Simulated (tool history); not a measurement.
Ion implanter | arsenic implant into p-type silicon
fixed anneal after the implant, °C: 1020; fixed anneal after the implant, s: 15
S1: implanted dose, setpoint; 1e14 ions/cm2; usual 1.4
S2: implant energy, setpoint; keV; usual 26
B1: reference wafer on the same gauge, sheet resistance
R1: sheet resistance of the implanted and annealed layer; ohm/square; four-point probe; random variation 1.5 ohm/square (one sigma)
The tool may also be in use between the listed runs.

run	hour	S1	S2	B1	R1
1	0	1.4	26	530.21	537.09
2	13	1.4	26	530.22	539.62
3	33.7	1.4	26	529.8	538.57
4	57.7	1.4	23	529.77	548.8
5	89.1	1.16	26	529.8	612.82
6	119.6	1.16	26	529.44	615.15
7	142.1	1.4	26	529.8	535.83
8	186.5	1.4	26	529.88	537.75
9	201.6	1.4	26	530.29	539.45
10	219	1.4	26	530.45	538.59
# hour 239.1: extraction supply calibrated
11	251.3	1.4	26	530.08	537.32
12	273.4	1.4	26	529.56	536.95
13	298.5	1.4	26	529.68	536.44
14	313	1.15	26	529.13	619.21
15	329.9	1.4	28.5	530.35	527
16	354.7	1.4	28.5	529.55	532.36
# hour 356.4: gauge calibrated
17	371.5	1.4	26	530.02	539.3
18	390.4	1.4	26	530.13	535.63
19	412	1.75	26	529.94	455.87
20	441.1	1.2	32	530.01	575.74
21	496.2	1.52	32.5	529.15	488.39
22	512.2	1.4	26	529.93	537.3
# hour 532.3: Faraday cup replaced and dose calibrated
23	532.8	1.4	26	530.31	554
24	543.1	1.29	35	530.22	556.44
25	576.4	1.67	30	529.9	477.31
26	592.6	1.4	22.5	530.5	564.71
27	605.1	1.7	30	529.12	468.44
28	625.2	1.19	26	530.06	618.45
29	639	1.4	26	530.25	551.07
30	667.1	1.52	23.5	530.02	528.27
31	694.3	1.15	17.5	529.35	671.3
32	730.1	1.4	26	529.76	546.57

Hidden state or all else? Some run-to-run changes of R1, split into what the settings, what came in and random variation would give without the hidden state, and what is left for the hidden state (with any gauge scatter that isn't in both results):
The hidden state here: deviation of the true dose from the Faraday cup's reading, %; deviation of the true energy from its setpoint, %; gauge reads high (%).
Run 14 -> 15: S1 1.15 -> 1.4, S2 26 -> 28.5. R1 -92.21 ohm/square: hidden state +3.17, all else -95.38.
Run 19 -> 20: S1 1.75 -> 1.2, S2 26 -> 32. R1 +119.87 ohm/square: hidden state -3.6, all else +123.47.
Run 22 -> 23: Faraday cup replaced and dose calibrated. R1 +16.7 ohm/square: hidden state +17.82, all else -1.12.
Run 27 -> 28: S1 1.7 -> 1.19, S2 30 -> 26. R1 +150.01 ohm/square: hidden state -2.02, all else +152.03.
Run 30 -> 31: S1 1.52 -> 1.15, S2 23.5 -> 17.5. R1 +143.03 ohm/square: hidden state -2.74, all else +145.77.
Run 31 -> 32: S1 1.15 -> 1.4, S2 17.5 -> 26. R1 -124.73 ohm/square: hidden state +1.04, all else -125.77.
